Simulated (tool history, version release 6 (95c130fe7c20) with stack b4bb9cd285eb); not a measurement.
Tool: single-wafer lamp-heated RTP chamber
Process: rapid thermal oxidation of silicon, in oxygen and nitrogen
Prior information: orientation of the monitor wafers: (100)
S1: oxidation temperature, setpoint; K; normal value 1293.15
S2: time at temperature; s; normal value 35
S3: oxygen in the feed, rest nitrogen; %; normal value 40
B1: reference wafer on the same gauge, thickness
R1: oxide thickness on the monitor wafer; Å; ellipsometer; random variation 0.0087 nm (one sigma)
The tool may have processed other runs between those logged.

run 1 hour=0.0 | S1=1293.15 S2=35 S3=40 | B1=3.704 | R1=37.52
run 2 hour=42.0 | S1=1293.15 S2=35 S3=17 | B1=3.701 | R1=29.73
run 3 hour=112.8 | S1=1293.15 S2=35 S3=40 | B1=3.700 | R1=37.73
run 4 hour=151.9 | S1=1293.15 S2=35 S3=40 | B1=3.701 | R1=37.76
run 5 hour=219.3 | S1=1293.15 S2=35 S3=40 | B1=3.699 | R1=37.85
run 6 hour=255.1 | S1=1293.15 S2=35 S3=63 | B1=3.698 | R1=43.58
run 7 hour=401.4 | S1=1293.15 S2=35 S3=63 | B1=3.700 | R1=43.19
run 8 hour=469.7 | S1=1293.15 S2=35 S3=63 | B1=3.697 | R1=43.22
run 9 hour=519.9 | S1=1293.15 S2=35 S3=40 | B1=3.703 | R1=37.68
run 10 hour=585.5 | S1=1293.15 S2=35 S3=40 | B1=3.702 | R1=37.70
run 11 hour=611.8 | S1=1293.15 S2=35 S3=40 | B1=3.704 | R1=37.56
run 12 hour=653.7 | S1=1293.15 S2=35 S3=40 | B1=3.702 | R1=37.72
run 13 hour=794.1 | S1=1293.15 S2=35 S3=40 | B1=3.699 | R1=37.25
run 14 hour=849.4 | S1=1293.15 S2=35 S3=40 | B1=3.700 | R1=37.36
run 15 hour=1040.7 | S1=1293.15 S2=35 S3=40 | B1=3.699 | R1=37.67
run 16 hour=1096.4 | S1=1313.15 S2=47 S3=40 | B1=3.699 | R1=48.54
run 17 hour=1152.0 | S1=1313.15 S2=47 S3=40 | B1=3.700 | R1=48.76
run 18 hour=1193.3 | S1=1285.15 S2=44 S3=21 | B1=3.702 | R1=32.57
run 19 hour=1238.1 | S1=1293.15 S2=35 S3=40 | B1=3.701 | R1=37.91
run 20 hour=1272.0 | S1=1271.15 S2=35 S3=40 | B1=3.704 | R1=33.03
run 21 hour=1301.2 | S1=1269.15 S2=43 S3=58 | B1=3.704 | R1=39.36
run 22 hour=1345.7 | S1=1285.15 S2=44 S3=17 | B1=3.699 | R1=30.65
run 23 hour=1393.2 | S1=1315.15 S2=35 S3=40 | B1=3.700 | R1=42.64
run 24 hour=1463.9 | S1=1293.15 S2=19 S3=40 | B1=3.699 | R1=29.69
run 25 hour=1564.3 | S1=1293.15 S2=35 S3=40 | B1=3.701 | R1=37.38
run 26 hour=1599.5 | S1=1309.15 S2=42 S3=50 | B1=3.705 | R1=48.29
run 27 hour=1632.9 | S1=1319.15 S2=47 S3=40 | B1=3.703 | R1=50.10
run 28 hour=1672.8 | S1=1315.15 S2=35 S3=40 | B1=3.703 | R1=43.22
run 29 hour=1728.4 | S1=1304.15 S2=28 S3=26 | B1=3.700 | R1=32.59
run 30 hour=1777.2 | S1=1304.15 S2=27 S3=40 | B1=3.702 | R1=36.47
run 31 hour=1832.9 | S1=1301.15 S2=47 S3=20 | B1=3.695 | R1=35.72
run 32 hour=1872.3 | S1=1293.15 S2=35 S3=40 | B1=3.706 | R1=37.22
run 33 hour=1898.7 | S1=1313.15 S2=46 S3=40 | B1=3.695 | R1=47.43
run 34 hour=1955.2 | S1=1305.15 S2=35 S3=40 | B1=3.699 | R1=40.37
run 35 hour=2016.8 | S1=1278.15 S2=21 S3=19 | B1=3.700 | R1=24.46
run 36 hour=2083.1 | S1=1293.15 S2=35 S3=57 | B1=3.705 | R1=41.88
run 37 hour=2119.8 | S1=1267.15 S2=49 S3=17 | B1=3.700 | R1=29.17
run 38 hour=2164.0 | S1=1308.15 S2=42 S3=17 | B1=3.702 | R1=34.43
run 39 hour=2225.1 | S1=1275.15 S2=22 S3=26 | B1=3.699 | R1=26.04

Taken out of this log: 6 entries between the listed runs. Where each belongs, and how the hidden state differs across it:
Logged between run 6 and run 7: pyrometer window cleaned and pyrometer calibrated (hour 305.9)
  true wafer temperature minus pyrometer reading, K: 2.56 -> 0.476; deviation of the oxygen flow from its setpoint, %: 7.49 -> 7.62
  difference, measured minus the result without the unlogged condition, R1: +1.13 -> +0.52 Å
Logged between run 12 and run 13: pyrometer window cleaned and pyrometer calibrated (hour 773.7)
  true wafer temperature minus pyrometer reading, K: 1.68 -> 0.191; deviation of the oxygen flow from its setpoint, %: 7.8 -> 7.88
  difference, measured minus the result without the unlogged condition, R1: +0.92 -> +0.56 Å
Logged between run 21 and run 22: pyrometer window cleaned and pyrometer calibrated (hour 1311.6)
  true wafer temperature minus pyrometer reading, K: 2.61 -> 0.404; deviation of the oxygen flow from its setpoint, %: 8.1 -> 8.11
  difference, measured minus the result without the unlogged condition, R1: +1.08 -> +0.55 Å
Logged between run 22 and run 23: oxygen flow controller replaced (hour 1368.4)
  true wafer temperature minus pyrometer reading, K: 0.404 -> 0.631; deviation of the oxygen flow from its setpoint, %: 8.11 -> 1.03
  difference, measured minus the result without the unlogged condition, R1: +0.55 -> +0.26 Å
Logged between run 24 and run 25: gauge calibrated (hour 1536.4)
  true wafer temperature minus pyrometer reading, K: 0.968 -> 1.45; deviation of the oxygen flow from its setpoint, %: 1.63 -> 2.39
  difference, measured minus the result without the unlogged condition, R1: +0.24 -> +0.50 Å
Logged between run 30 and run 31: pyrometer window cleaned and pyrometer calibrated (hour 1828.0)
  true wafer temperature minus pyrometer reading, K: 2.47 -> 0.592; deviation of the oxygen flow from its setpoint, %: 3.78 -> 4.09
  difference, measured minus the result without the unlogged condition, R1: +0.80 -> +0.45 Å

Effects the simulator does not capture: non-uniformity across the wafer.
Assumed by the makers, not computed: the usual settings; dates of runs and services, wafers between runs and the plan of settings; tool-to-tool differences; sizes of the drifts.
